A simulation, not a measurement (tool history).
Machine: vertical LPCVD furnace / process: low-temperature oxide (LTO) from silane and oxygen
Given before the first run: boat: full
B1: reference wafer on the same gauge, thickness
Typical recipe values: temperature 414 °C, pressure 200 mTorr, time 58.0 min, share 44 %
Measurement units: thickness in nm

{"run": 1, "hour": 0.0, "temperature": 414, "pressure": 200, "time": 58.0, "share": 44, "B1": 595.99, "thickness": 694.3}
{"run": 2, "hour": 26.9, "temperature": 414, "pressure": 200, "time": 58.0, "share": 44, "B1": 595.88, "thickness": 692.19}
{"run": 3, "hour": 57.9, "temperature": 414, "pressure": 200, "time": 58.0, "share": 44, "B1": 596.41, "thickness": 692.65}
{"run": 4, "hour": 87.5, "temperature": 414, "pressure": 200, "time": 58.0, "share": 44, "B1": 596.32, "thickness": 694.96}
{"run": 5, "hour": 107.1, "temperature": 414, "pressure": 200, "time": 58.0, "share": 44, "B1": 595.64, "thickness": 695.85}
{"run": 6, "hour": 129.8, "temperature": 414, "pressure": 200, "time": 58.0, "share": 44, "B1": 595.51, "thickness": 697.76}
{"run": 7, "hour": 179.8, "temperature": 421, "pressure": 200, "time": 58.0, "share": 44, "B1": 596.61, "thickness": 744.51}
{"run": 8, "hour": 210.2, "temperature": 414, "pressure": 200, "time": 58.0, "share": 44, "B1": 596.36, "thickness": 698.36}
{"run": 9, "hour": 225.2, "temperature": 414, "pressure": 200, "time": 58.0, "share": 44, "B1": 595.75, "thickness": 702.23}
{"run": 10, "hour": 241.5, "temperature": 414, "pressure": 200, "time": 58.0, "share": 44, "B1": 596.35, "thickness": 703.71}
{"hour": 277.3, "done": "pressure gauge zeroed"}
{"run": 11, "hour": 277.8, "temperature": 414, "pressure": 200, "time": 58.0, "share": 44, "B1": 596.73, "thickness": 676.43}
{"run": 12, "hour": 301.6, "temperature": 414, "pressure": 200, "time": 58.0, "share": 44, "B1": 596.29, "thickness": 674.96}
{"run": 13, "hour": 335.9, "temperature": 414, "pressure": 170, "time": 58.0, "share": 44, "B1": 595.45, "thickness": 574.79}
{"run": 14, "hour": 362.2, "temperature": 414, "pressure": 200, "time": 71.5, "share": 50, "B1": 595.89, "thickness": 939.86}
{"run": 15, "hour": 385.1, "temperature": 414, "pressure": 200, "time": 58.0, "share": 44, "B1": 597.08, "thickness": 676.85}
{"hour": 414.2, "done": "thermocouples replaced and temperature profile calibrated"}
{"run": 16, "hour": 414.7, "temperature": 414, "pressure": 200, "time": 58.0, "share": 44, "B1": 595.4, "thickness": 662.18}
{"run": 17, "hour": 418.7, "temperature": 414, "pressure": 160, "time": 58.0, "share": 44, "B1": 596.16, "thickness": 532.18}
{"run": 18, "hour": 449.2, "temperature": 414, "pressure": 200, "time": 58.0, "share": 44, "B1": 595.4, "thickness": 660.8}
{"run": 19, "hour": 466.1, "temperature": 414, "pressure": 200, "time": 58.0, "share": 44, "B1": 595.39, "thickness": 660.42}
{"run": 20, "hour": 483.1, "temperature": 414, "pressure": 200, "time": 58.0, "share": 44, "B1": 596.28, "thickness": 658.11}
{"hour": 531.2, "done": "silane flow controller replaced"}
{"run": 21, "hour": 531.7, "temperature": 414, "pressure": 200, "time": 58.0, "share": 44, "B1": 596.19, "thickness": 661.86}
{"run": 22, "hour": 535.6, "temperature": 420, "pressure": 200, "time": 58.0, "share": 50, "B1": 596.46, "thickness": 785.01}
{"hour": 542.9, "done": "gauge calibrated"}
{"run": 23, "hour": 549.4, "temperature": 414, "pressure": 200, "time": 66.0, "share": 44, "B1": 595.7, "thickness": 756.06}
{"run": 24, "hour": 568.7, "temperature": 409, "pressure": 200, "time": 72.0, "share": 44, "B1": 596.73, "thickness": 782.77}
{"run": 25, "hour": 597.9, "temperature": 408, "pressure": 200, "time": 58.0, "share": 40, "B1": 595.38, "thickness": 563.54}
{"run": 26, "hour": 627.7, "temperature": 411, "pressure": 200, "time": 58.0, "share": 40, "B1": 596.48, "thickness": 582.19}
{"run": 27, "hour": 652.6, "temperature": 425, "pressure": 185, "time": 58.0, "share": 50, "B1": 595.46, "thickness": 763.76}
{"run": 28, "hour": 682.8, "temperature": 414, "pressure": 200, "time": 51.5, "share": 44, "B1": 595.26, "thickness": 589.03}
{"run": 29, "hour": 712.2, "temperature": 414, "pressure": 200, "time": 58.0, "share": 44, "B1": 595.7, "thickness": 666.7}
{"run": 30, "hour": 732.1, "temperature": 414, "pressure": 175, "time": 67.5, "share": 44, "B1": 595.38, "thickness": 678.85}
{"run": 31, "hour": 750.2, "temperature": 414, "pressure": 200, "time": 71.0, "share": 44, "B1": 596.2, "thickness": 814.54}
{"run": 32, "hour": 772.3, "temperature": 414, "pressure": 200, "time": 58.0, "share": 44, "B1": 596.49, "thickness": 663.71}

Each row is a separate what-if for the run after 32, all from the same tool condition, not one after another. Results?
{"run": "A", "hour": 776.3, "temperature": 414, "pressure": 200, "time": 58.0, "share": 44, "B1": "?", "thickness": "?"}
{"run": "B", "hour": 776.3, "temperature": 424, "pressure": 200, "time": 58.0, "share": 41, "B1": "?", "thickness": "?"}
{"run": "C", "hour": 776.3, "temperature": 414, "pressure": 240, "time": 58.0, "share": 44, "B1": "?", "thickness": "?"}

run=A B1=596.19 thickness=664.93
run=B B1=596.19 thickness=682.87
run=C B1=596.19 thickness=797.04
Without the tool's unlogged condition, the same runs would have read:
run=A thickness=656.15
run=B thickness=673.91
run=C thickness=787.37

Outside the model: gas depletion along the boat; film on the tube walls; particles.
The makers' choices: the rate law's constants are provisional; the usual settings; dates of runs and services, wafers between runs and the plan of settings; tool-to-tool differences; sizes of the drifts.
